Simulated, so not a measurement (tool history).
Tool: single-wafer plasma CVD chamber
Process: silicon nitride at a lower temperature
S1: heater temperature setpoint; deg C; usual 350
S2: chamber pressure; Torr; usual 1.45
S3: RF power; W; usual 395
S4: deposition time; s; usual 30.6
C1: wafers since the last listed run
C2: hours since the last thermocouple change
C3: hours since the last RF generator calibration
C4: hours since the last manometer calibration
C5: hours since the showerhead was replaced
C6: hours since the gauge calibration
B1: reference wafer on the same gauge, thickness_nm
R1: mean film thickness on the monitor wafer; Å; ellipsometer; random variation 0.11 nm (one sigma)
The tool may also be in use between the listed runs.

run 1 hour=0 | S1=350 S2=1.24 S3=395 S4=30.6 | C1=0 C2=2490.3 C3=1260.1 C4=527.6 C5=2627.7 C6=145.8 | B1=39.382 | R1=397.39
run 2 hour=53.4 | S1=350 S2=1.24 S3=395 S4=30.6 | C1=1639 C2=2543.7 C3=1313.5 C4=581 C5=2681.1 C6=199.2 | B1=39.362 | R1=396.95
run 3 hour=98.9 | S1=350 S2=1.45 S3=395 S4=30.6 | C1=1396 C2=2589.2 C3=1359 C4=626.5 C5=2726.6 C6=244.7 | B1=39.405 | R1=410.49
run 4 hour=127.1 | S1=350 S2=1.45 S3=395 S4=30.6 | C1=865 C2=2617.4 C3=1387.2 C4=654.7 C5=2754.8 C6=272.9 | B1=39.383 | R1=411.6
run 5 hour=162.6 | S1=350 S2=1.45 S3=395 S4=30.6 | C1=1089 C2=2652.9 C3=1422.7 C4=690.2 C5=2790.3 C6=308.4 | B1=39.383 | R1=409.11
run 6 hour=187.4 | S1=350 S2=1.45 S3=395 S4=30.6 | C1=761 C2=2677.7 C3=1447.5 C4=715 C5=2815.1 C6=333.2 | B1=39.36 | R1=408.34
-- hour=204.2 gauge calibrated
run 7 hour=235.5 | S1=344 S2=1.45 S3=455 S4=30.6 | C1=1476 C2=2725.8 C3=1495.6 C4=763.1 C5=2863.2 C6=31.3 | B1=39.358 | R1=450.85
-- hour=245.9 showerhead replaced
-- hour=297.8 thermocouple changed; heater temperature recalibrated
run 8 hour=306 | S1=350 S2=1.09 S3=395 S4=30.6 | C1=1673 C2=8.2 C3=1566.1 C4=833.6 C5=60.1 C6=101.8 | B1=39.412 | R1=379.45
run 9 hour=354.4 | S1=350 S2=1.45 S3=330 S4=30.6 | C1=1486 C2=56.6 C3=1614.5 C4=882 C5=108.5 C6=150.2 | B1=39.413 | R1=355.16
-- hour=386.2 capacitance manometer re-zeroed and calibrated
run 10 hour=413.8 | S1=355 S2=1.3 S3=395 S4=28.8 | C1=1578 C2=116 C3=1673.9 C4=27.6 C5=167.9 C6=209.6 | B1=39.397 | R1=376.37
-- hour=437.9 RF generator calibrated
run 11 hour=475.7 | S1=350 S2=1.45 S3=395 S4=30.6 | C1=1654 C2=177.9 C3=37.8 C4=89.5 C5=229.8 C6=271.5 | B1=39.413 | R1=428.67
run 12 hour=514.4 | S1=350 S2=1.32 S3=395 S4=30.6 | C1=1188 C2=216.6 C3=76.5 C4=128.2 C5=268.5 C6=310.2 | B1=39.415 | R1=419.42

The next listed run, before its measurement:
run 13 hour=550.2 | S1=363 S2=1.45 S3=395 S4=30.6 | C1=1099 C2=252.4 C3=112.3 C4=164 C5=304.3 C6=346 | B1=? | R1=?

B1: 39.445
R1: 424.21 Å
Without the tool's hidden state the same run would have given R1 428.3 Å.
